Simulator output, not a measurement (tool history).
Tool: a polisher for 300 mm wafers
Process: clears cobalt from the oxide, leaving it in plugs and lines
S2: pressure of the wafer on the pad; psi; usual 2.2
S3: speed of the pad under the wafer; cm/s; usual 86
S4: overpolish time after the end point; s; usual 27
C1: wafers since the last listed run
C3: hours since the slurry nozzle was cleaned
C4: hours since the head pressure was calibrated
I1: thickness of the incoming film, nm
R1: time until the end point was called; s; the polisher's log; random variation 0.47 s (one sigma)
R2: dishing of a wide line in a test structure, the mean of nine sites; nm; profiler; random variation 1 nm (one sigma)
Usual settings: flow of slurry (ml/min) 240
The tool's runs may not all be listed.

Run 1, hour 0: usual settings; C1 0; wafers polished on this pad 1335; C3 274.8; C4 366.9; I1 215.5. Result: R1 48.3 s, R2 48.9 nm.
Run 2, hour 97.1: usual settings; C1 713; wafers polished on this pad 2048; C3 371.9; C4 464; I1 217.1. Result: R1 49.9 s, R2 47.9 nm.
At hour 177.9: worn pad replaced by a new one.
Run 3, hour 182.9: usual settings; C1 600; wafers polished on this pad 36; C3 457.7; C4 549.8; I1 219.8. Result: R1 50.5 s, R2 46.4 nm.
At hour 212: slurry nozzle cleaned.
Run 4, hour 238.9: usual settings; C1 403; wafers polished on this pad 440; C3 26.9; C4 605.8; I1 218.5. Result: R1 49.6 s, R2 47.6 nm.
Run 5, hour 327.8: usual settings; C1 652; wafers polished on this pad 1093; C3 115.8; C4 694.7; I1 222.1. Result: R1 51.3 s, R2 47 nm.
Run 6, hour 405.4: usual settings; C1 569; wafers polished on this pad 1663; C3 193.4; C4 772.3; I1 217.9. Result: R1 50 s, R2 46.1 nm.
Run 7, hour 473.3: usual settings; C1 498; wafers polished on this pad 2162; C3 261.3; C4 840.2; I1 222.3. Result: R1 51.6 s, R2 48.1 nm.
Run 8, hour 554.9: usual settings; C1 599; wafers polished on this pad 2761; C3 342.9; C4 921.8; I1 221.2. Result: R1 50.8 s, R2 45.9 nm.
At hour 564.7: worn pad replaced by a new one.
At hour 607.1: slurry nozzle cleaned.
Run 9, hour 609.8: usual settings; C1 366; wafers polished on this pad 323; C3 2.7; C4 976.7; I1 220.7. Result: R1 50.7 s, R2 45.7 nm.
Run 10, hour 671.3: usual settings; C1 451; wafers polished on this pad 775; C3 64.2; C4 1038.2; I1 222. Result: R1 52.2 s, R2 47.6 nm.
At hour 707.1: head pressure recalibrated.
Run 11, hour 708.4: usual settings; C1 257; wafers polished on this pad 1033; C3 101.3; C4 1.3; I1 218.3. Result: R1 47.1 s, R2 47.2 nm.
Run 12, hour 789.4: usual settings; C1 594; wafers polished on this pad 1628; C3 182.3; C4 82.3; I1 216.7. Result: R1 47.6 s, R2 46.6 nm.
Run 13, hour 832.4: usual settings but flow of slurry (ml/min) 300, S2 2.4 psi, S3 114 cm/s, S4 14 s; C1 315; wafers polished on this pad 1944; C3 225.3; C4 125.3; I1 220.6. Result: R1 34.2 s, R2 42.2 nm.
At hour 886.6: worn pad replaced by a new one.
Run 14, hour 939.4: usual settings; C1 756; wafers polished on this pad 387; C3 332.3; C4 232.3; I1 217.7. Result: R1 48.3 s, R2 47.6 nm.
At hour 1054.2: slurry nozzle cleaned.
Run 15, hour 1222.2: usual settings but S2 2.5 psi, S3 60 cm/s, S4 40 s; C1 2069; wafers polished on this pad 2457; C3 168; C4 515.1; I1 220.8. Result: R1 68.1 s, R2 49.4 nm.
At hour 1255.8: worn pad replaced by a new one.
Run 16, hour 1269.2: usual settings but S3 72 cm/s, S4 37 s; C1 315; wafers polished on this pad 98; C3 215; C4 562.1; I1 216.2. Result: R1 59.5 s, R2 46.3 nm.
Run 17, hour 1320.7: usual settings but flow of slurry (ml/min) 300, S2 2.4 psi, S3 114 cm/s, S4 14 s; C1 378; wafers polished on this pad 476; C3 266.5; C4 613.6; I1 219.7. Result: R1 35.5 s, R2 43.2 nm.
Run 18, hour 1423.7: usual settings but S2 1.7 psi; C1 756; wafers polished on this pad 1233; C3 369.5; C4 716.6; I1 218.8. Result: R1 59.9 s, R2 43.6 nm.
Run 19, hour 1503.8: usual settings but flow of slurry (ml/min) 290, S3 64 cm/s, S4 39 s; C1 588; wafers polished on this pad 1821; C3 449.6; C4 796.7; I1 219.5. Result: R1 68.9 s, R2 47.8 nm.
At hour 1544.5: slurry nozzle cleaned.
Run 20, hour 1556.6: usual settings but flow of slurry (ml/min) 300, S2 1.4 psi, S3 60 cm/s, S4 35 s; C1 380; wafers polished on this pad 2202; C3 12.1; C4 849.5; I1 219.9. Result: R1 94.3 s, R2 43.1 nm.
Run 21, hour 1596.2: usual settings; C1 290; wafers polished on this pad 2493; C3 51.7; C4 889.1; I1 219.1. Result: R1 51.2 s, R2 47.9 nm.
At hour 1664.8: worn pad replaced by a new one.
Run 22, hour 1696.4: usual settings but flow of slurry (ml/min) 165, S4 15 s; C1 706; wafers polished on this pad 231; C3 151.9; C4 989.3; I1 217. Result: R1 54.2 s, R2 36.6 nm.
Run 23, hour 1769: usual settings but S2 1.6 psi, S4 13 s; C1 533; wafers polished on this pad 765; C3 224.5; C4 1061.9; I1 219.5. Result: R1 62.6 s, R2 29 nm.
Run 24, hour 1812.9: usual settings but S2 2.5 psi, S3 114 cm/s; C1 322; wafers polished on this pad 1087; C3 268.4; C4 1105.8; I1 215.6. Result: R1 34.8 s, R2 51.1 nm.
At hour 1858.3: head pressure recalibrated.
Run 25, hour 1867.9: usual settings; C1 389; wafers polished on this pad 1476; C3 323.4; C4 9.6; I1 220. Result: R1 47.3 s, R2 47.1 nm.

Forecast each of these 5 alternatives for the next run:
Run A, hour 1868.3: usual settings; C1 2; wafers polished on this pad 1479; C3 323.8; C4 10; I1 221.9. Result: R1 ?, R2 ?.
Run B, hour 1868.3: usual settings but S2 2.8 psi, S3 110 cm/s, S4 41 s; C1 2; wafers polished on this pad 1479; C3 323.8; C4 10; I1 221.9. Result: R1 ?, R2 ?.
Run C, hour 1868.3: usual settings but flow of slurry (ml/min) 265, S2 1.7 psi; C1 2; wafers polished on this pad 1479; C3 323.8; C4 10; I1 221.9. Result: R1 ?, R2 ?.
Run D, hour 1868.3: usual settings but flow of slurry (ml/min) 165, S2 2.4 psi, S4 17 s; C1 2; wafers polished on this pad 1479; C3 323.8; C4 10; I1 221.9. Result: R1 ?, R2 ?.
Run E, hour 1868.3: usual settings but S2 1.7 psi, S4 22 s; C1 2; wafers polished on this pad 1479; C3 323.8; C4 10; I1 221.9. Result: R1 ?, R2 ?.

run    R1    R2
  A  47.5  47.9
  B  31.5  52.3
  C  55.2  46.1
  D  47.5    41
  E  55.8  42.8
Without the tool's hidden state the same runs would have given:
run    R1    R2
  A  47.5  47.9
  B  31.5  52.3
  C  55.2  46.1
  D  47.5    41
  E  55.8  42.8
